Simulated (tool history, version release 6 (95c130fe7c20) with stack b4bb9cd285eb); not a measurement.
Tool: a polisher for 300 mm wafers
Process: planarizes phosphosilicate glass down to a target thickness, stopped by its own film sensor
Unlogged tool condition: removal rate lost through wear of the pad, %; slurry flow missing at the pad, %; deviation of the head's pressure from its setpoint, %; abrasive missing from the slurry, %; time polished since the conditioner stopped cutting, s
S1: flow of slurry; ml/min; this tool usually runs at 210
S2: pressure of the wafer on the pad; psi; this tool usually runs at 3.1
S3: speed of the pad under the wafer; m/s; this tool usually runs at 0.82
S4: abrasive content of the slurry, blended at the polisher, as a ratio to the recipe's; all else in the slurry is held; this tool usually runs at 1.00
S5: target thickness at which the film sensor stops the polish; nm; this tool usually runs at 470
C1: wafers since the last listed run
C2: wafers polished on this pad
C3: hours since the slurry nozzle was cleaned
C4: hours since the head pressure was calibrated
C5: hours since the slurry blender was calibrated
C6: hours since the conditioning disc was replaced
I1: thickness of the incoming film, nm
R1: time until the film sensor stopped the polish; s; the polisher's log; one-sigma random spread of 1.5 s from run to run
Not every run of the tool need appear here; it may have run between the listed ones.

{"run": 1, "hour": 0.0, "S1": 185, "S2": 3.1, "S3": 0.82, "S4": 0.8, "S5": 470, "C1": 0, "C2": 3289, "C3": 130.8, "C4": 115.6, "C5": 149.3, "C6": 526.4, "I1": 1049.7, "R1": 136.8}
{"hour": 17.5, "done": "conditioning disc replaced and pad reconditioned"}
{"run": 2, "hour": 32.5, "S1": 210, "S2": 3.1, "S3": 0.82, "S4": 1.0, "S5": 470, "C1": 287, "C2": 3576, "C3": 163.3, "C4": 148.1, "C5": 181.8, "C6": 15.0, "I1": 1015.4, "R1": 113.6}
{"hour": 68.9, "done": "worn pad replaced by a new one"}
{"run": 3, "hour": 78.2, "S1": 210, "S2": 3.1, "S3": 0.82, "S4": 1.0, "S5": 470, "C1": 392, "C2": 87, "C3": 209.0, "C4": 193.8, "C5": 227.5, "C6": 60.7, "I1": 1025.8, "R1": 118.7}
{"run": 4, "hour": 110.3, "S1": 210, "S2": 2.4, "S3": 0.82, "S4": 1.0, "S5": 632, "C1": 302, "C2": 390, "C3": 241.1, "C4": 225.9, "C5": 259.6, "C6": 92.8, "I1": 1019.9, "R1": 104.4}
{"run": 5, "hour": 181.0, "S1": 260, "S2": 3.1, "S3": 1.02, "S4": 1.0, "S5": 470, "C1": 665, "C2": 1055, "C3": 311.8, "C4": 296.6, "C5": 330.3, "C6": 163.5, "I1": 1029.5, "R1": 98.1}
{"run": 6, "hour": 247.1, "S1": 140, "S2": 3.1, "S3": 0.82, "S4": 1.0, "S5": 470, "C1": 622, "C2": 1677, "C3": 377.9, "C4": 362.7, "C5": 396.4, "C6": 229.6, "I1": 1016.9, "R1": 121.5}
{"hour": 296.0, "done": "slurry blender recalibrated, repeated, since the last time left the tool worse"}
{"hour": 321.1, "done": "head pressure recalibrated"}
{"run": 7, "hour": 402.2, "S1": 210, "S2": 3.1, "S3": 0.82, "S4": 1.0, "S5": 470, "C1": 1422, "C2": 3100, "C3": 533.0, "C4": 81.1, "C5": 106.2, "C6": 384.7, "I1": 1048.9, "R1": 89.7}
{"run": 8, "hour": 463.5, "S1": 210, "S2": 4.1, "S3": 0.82, "S4": 1.0, "S5": 470, "C1": 577, "C2": 3677, "C3": 594.3, "C4": 142.4, "C5": 167.5, "C6": 446.0, "I1": 1043.6, "R1": 70.9}
{"run": 9, "hour": 512.0, "S1": 210, "S2": 3.1, "S3": 0.82, "S4": 1.0, "S5": 470, "C1": 456, "C2": 4133, "C3": 642.8, "C4": 190.9, "C5": 216.0, "C6": 494.5, "I1": 1012.9, "R1": 88.2}
{"hour": 572.2, "done": "worn pad replaced by a new one"}
{"hour": 577.4, "done": "conditioning disc replaced and pad reconditioned"}
{"run": 10, "hour": 582.1, "S1": 210, "S2": 3.1, "S3": 0.82, "S4": 1.0, "S5": 394, "C1": 603, "C2": 74, "C3": 712.9, "C4": 261.0, "C5": 286.1, "C6": 4.7, "I1": 1027.0, "R1": 104.1}
{"run": 11, "hour": 606.5, "S1": 210, "S2": 3.1, "S3": 0.82, "S4": 1.0, "S5": 470, "C1": 229, "C2": 303, "C3": 737.3, "C4": 285.4, "C5": 310.5, "C6": 29.1, "I1": 1039.9, "R1": 95.1}
{"run": 12, "hour": 637.3, "S1": 210, "S2": 3.1, "S3": 0.96, "S4": 1.0, "S5": 657, "C1": 289, "C2": 593, "C3": 768.1, "C4": 316.2, "C5": 341.3, "C6": 59.9, "I1": 1021.5, "R1": 52.9}
{"run": 13, "hour": 704.4, "S1": 210, "S2": 3.5, "S3": 0.82, "S4": 1.0, "S5": 662, "C1": 631, "C2": 1225, "C3": 835.2, "C4": 383.3, "C5": 408.4, "C6": 127.0, "I1": 1020.3, "R1": 52.2}
{"hour": 749.9, "done": "slurry nozzle cleaned"}
{"run": 14, "hour": 769.7, "S1": 210, "S2": 3.1, "S3": 0.82, "S4": 0.9, "S5": 470, "C1": 605, "C2": 1830, "C3": 19.8, "C4": 448.6, "C5": 473.7, "C6": 192.3, "I1": 1038.7, "R1": 101.5}
{"hour": 791.5, "done": "head pressure recalibrated"}
{"hour": 809.6, "done": "slurry blender recalibrated"}
{"run": 15, "hour": 835.3, "S1": 210, "S2": 3.1, "S3": 0.82, "S4": 1.25, "S5": 470, "C1": 579, "C2": 2410, "C3": 85.4, "C4": 43.8, "C5": 25.7, "C6": 257.9, "I1": 1040.4, "R1": 81.1}
{"run": 16, "hour": 1005.2, "S1": 210, "S2": 2.6, "S3": 0.74, "S4": 1.0, "S5": 470, "C1": 1599, "C2": 4009, "C3": 255.3, "C4": 213.7, "C5": 195.6, "C6": 427.8, "I1": 1049.7, "R1": 126.4}
{"hour": 1022.4, "done": "conditioning disc replaced and pad reconditioned"}
{"run": 17, "hour": 1029.9, "S1": 210, "S2": 3.1, "S3": 0.74, "S4": 1.0, "S5": 329, "C1": 213, "C2": 4223, "C3": 280.0, "C4": 238.4, "C5": 220.3, "C6": 7.5, "I1": 1050.4, "R1": 127.3}
{"run": 18, "hour": 1076.4, "S1": 210, "S2": 3.1, "S3": 0.82, "S4": 1.0, "S5": 470, "C1": 437, "C2": 4661, "C3": 326.5, "C4": 284.9, "C5": 266.8, "C6": 54.0, "I1": 1019.1, "R1": 90.8}
{"hour": 1127.3, "done": "worn pad replaced by a new one"}
{"run": 19, "hour": 1127.8, "S1": 210, "S2": 3.1, "S3": 0.82, "S4": 1.0, "S5": 470, "C1": 446, "C2": 4, "C3": 377.9, "C4": 336.3, "C5": 318.2, "C6": 105.4, "I1": 1019.3, "R1": 88.3}
{"run": 20, "hour": 1175.1, "S1": 210, "S2": 2.6, "S3": 0.82, "S4": 0.8, "S5": 630, "C1": 445, "C2": 449, "C3": 425.2, "C4": 383.6, "C5": 365.5, "C6": 152.7, "I1": 1040.1, "R1": 90.0}
{"run": 21, "hour": 1202.0, "S1": 170, "S2": 3.1, "S3": 0.82, "S4": 1.15, "S5": 470, "C1": 253, "C2": 703, "C3": 452.1, "C4": 410.5, "C5": 392.4, "C6": 179.6, "I1": 1022.1, "R1": 88.1}
{"hour": 1232.5, "done": "slurry blender recalibrated"}
{"hour": 1298.0, "done": "head pressure recalibrated"}
{"run": 22, "hour": 1378.1, "S1": 210, "S2": 3.1, "S3": 0.82, "S4": 1.2, "S5": 470, "C1": 1620, "C2": 2323, "C3": 628.2, "C4": 80.1, "C5": 145.6, "C6": 355.7, "I1": 1021.4, "R1": 81.3}
{"run": 23, "hour": 1423.4, "S1": 210, "S2": 3.1, "S3": 0.82, "S4": 1.0, "S5": 470, "C1": 426, "C2": 2749, "C3": 673.5, "C4": 125.4, "C5": 190.9, "C6": 401.0, "I1": 1031.7, "R1": 87.9}
{"run": 24, "hour": 1449.5, "S1": 210, "S2": 3.1, "S3": 0.82, "S4": 0.7, "S5": 519, "C1": 245, "C2": 2995, "C3": 699.6, "C4": 151.5, "C5": 217.0, "C6": 427.1, "I1": 1021.3, "R1": 102.1}
{"hour": 1493.6, "done": "conditioning disc replaced and pad reconditioned"}
{"run": 25, "hour": 1518.6, "S1": 210, "S2": 3.4, "S3": 0.9, "S4": 1.1, "S5": 601, "C1": 631, "C2": 3626, "C3": 768.7, "C4": 220.6, "C5": 286.1, "C6": 25.0, "I1": 1032.7, "R1": 55.9}
{"run": 26, "hour": 1542.9, "S1": 210, "S2": 3.1, "S3": 0.82, "S4": 1.0, "S5": 470, "C1": 228, "C2": 3855, "C3": 793.0, "C4": 244.9, "C5": 310.4, "C6": 49.3, "I1": 1033.6, "R1": 92.6}

Predict each of these 3 candidate next runs independently; none follows another, all start after run 26:
{"run": "A", "hour": 1543.3, "S1": 210, "S2": 3.1, "S3": 0.82, "S4": 1.0, "S5": 470, "C1": 3, "C2": 3859, "C3": 793.4, "C4": 245.3, "C5": 310.8, "C6": 49.7, "I1": 1027.9, "R1": "?"}
{"run": "B", "hour": 1543.3, "S1": 210, "S2": 4.1, "S3": 0.82, "S4": 1.25, "S5": 470, "C1": 3, "C2": 3859, "C3": 793.4, "C4": 245.3, "C5": 310.8, "C6": 49.7, "I1": 1027.9, "R1": "?"}
{"run": "C", "hour": 1543.3, "S1": 165, "S2": 2.7, "S3": 0.9, "S4": 1.0, "S5": 470, "C1": 3, "C2": 3859, "C3": 793.4, "C4": 245.3, "C5": 310.8, "C6": 49.7, "I1": 1027.9, "R1": "?"}

run=A R1=92.4
run=B R1=62.3
run=C R1=101.7
Stripped of hidden state, with their random variation kept, the same runs would have yielded:
run=A R1=84.1
run=B R1=57.4
run=C R1=92.5

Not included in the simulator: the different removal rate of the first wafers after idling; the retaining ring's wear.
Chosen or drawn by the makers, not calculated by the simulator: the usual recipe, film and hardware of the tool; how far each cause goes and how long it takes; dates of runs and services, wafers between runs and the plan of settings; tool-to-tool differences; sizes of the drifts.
